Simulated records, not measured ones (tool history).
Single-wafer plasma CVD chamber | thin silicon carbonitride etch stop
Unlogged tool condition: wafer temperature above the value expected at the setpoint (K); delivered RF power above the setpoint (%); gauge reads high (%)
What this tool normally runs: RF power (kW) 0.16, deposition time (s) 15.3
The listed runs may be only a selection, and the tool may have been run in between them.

| run | hour | RF power (kW) | deposition time (s) | wafers since the last listed run | hours since the last thermocouple change | hours since the last RF generator calibration | hours since the showerhead was replaced | hours since the gauge calibration | read-back reference wafer on the same gauge, thickness_nm | mean film thickness on the monitor wafer (Å) |
|---|---|---|---|---|---|---|---|---|---|---|
| 1 | 0 | 0.17 | 15.3 | 0 | 2328.1 | 642.4 | 5793.5 | 349.9 | 7.868 | 79.34 |
| 2 | 84.7 | 0.16 | 12.9 | 3315 | 2412.8 | 727.1 | 5878.2 | 434.6 | 7.864 | 65.57 |
| 3 | 120.8 | 0.16 | 12.9 | 1413 | 2448.9 | 763.2 | 5914.3 | 470.7 | 7.875 | 65.84 |
| 4 | 163.5 | 0.16 | 15.3 | 1671 | 2491.6 | 805.9 | 5957 | 513.4 | 7.873 | 78.35 |
| 5 | 229 | 0.16 | 15.3 | 2564 | 2557.1 | 871.4 | 6022.5 | 578.9 | 7.865 | 77.7 |
| 6 | 296.8 | 0.18 | 14.1 | 2654 | 2624.9 | 939.2 | 6090.3 | 646.7 | 7.861 | 73.97 |
| 7 | 355.4 | 0.16 | 14.1 | 2293 | 2683.5 | 997.8 | 6148.9 | 705.3 | 7.878 | 71.77 |
| 8 | 426.6 | 0.16 | 14.1 | 2787 | 2754.7 | 1069 | 6220.1 | 776.5 | 7.865 | 71.49 |
|  | 515.2 | gauge calibrated |
| 9 | 533.3 | 0.16 | 14.1 | 4176 | 2861.4 | 1175.7 | 6326.8 | 18.1 | 7.869 | 71.39 |
|  | 542.9 | thermocouple changed; heater temperature recalibrated |
| 10 | 575.5 | 0.16 | 15.3 | 1338 | 32.6 | 1217.9 | 6369 | 60.3 | 7.869 | 77.64 |
| 11 | 659.8 | 0.16 | 13.4 | 3299 | 116.9 | 1302.2 | 6453.3 | 144.6 | 7.87 | 68.05 |
| 12 | 708.4 | 0.19 | 13.2 | 1902 | 165.5 | 1350.8 | 6501.9 | 193.2 | 7.867 | 69.19 |
| 13 | 798.7 | 0.135 | 13.1 | 3534 | 255.8 | 1441.1 | 6592.2 | 283.5 | 7.87 | 63.77 |
|  | 836.4 | RF generator calibrated |
| 14 | 839.5 | 0.16 | 15.3 | 1283 | 296.6 | 3.1 | 6633 | 324.3 | 7.875 | 77.99 |
| 15 | 903.5 | 0.16 | 17.4 | 2505 | 360.6 | 67.1 | 6697 | 388.3 | 7.881 | 88.67 |
| 16 | 985.6 | 0.17 | 15.3 | 3213 | 442.7 | 149.2 | 6779.1 | 470.4 | 7.874 | 79 |
|  | 1088.2 | showerhead replaced |
| 17 | 1088.7 | 0.15 | 18.2 | 3722 | 545.8 | 252.3 | 0.5 | 573.5 | 7.884 | 91.69 |
|  | 1224 | gauge calibrated |
| 18 | 1316.4 | 0.135 | 13.8 | 8913 | 773.5 | 480 | 228.2 | 92.4 | 7.859 | 67.6 |
| 19 | 1363 | 0.15 | 15.3 | 1824 | 820.1 | 526.6 | 274.8 | 139 | 7.867 | 77.04 |
| 20 | 1408.1 | 0.145 | 12.4 | 1765 | 865.2 | 571.7 | 319.9 | 184.1 | 7.866 | 61.99 |

3 ways to go on from here, each from the tool as it stands after run 20. What would each give?
| A | 1408.5 | 0.16 | 15.3 | 15 | 865.6 | 572.1 | 320.3 | 184.5 | ? | ? |
| B | 1408.5 | 0.18 | 13.5 | 15 | 865.6 | 572.1 | 320.3 | 184.5 | ? | ? |
| C | 1408.5 | 0.19 | 17.4 | 15 | 865.6 | 572.1 | 320.3 | 184.5 | ? | ? |

| run | read-back reference wafer on the same gauge, thickness_nm | mean film thickness on the monitor wafer (Å) |
|---|---|---|
| A | 7.867 | 78.47 |
| B | 7.867 | 71.26 |
| C | 7.867 | 93.09 |
Take away the tool's hidden state, keep each run's random variation, and the runs would have read:
| run | mean film thickness on the monitor wafer (Å) |
|---|---|
| A | 79.04 |
| B | 71.78 |
| C | 93.76 |

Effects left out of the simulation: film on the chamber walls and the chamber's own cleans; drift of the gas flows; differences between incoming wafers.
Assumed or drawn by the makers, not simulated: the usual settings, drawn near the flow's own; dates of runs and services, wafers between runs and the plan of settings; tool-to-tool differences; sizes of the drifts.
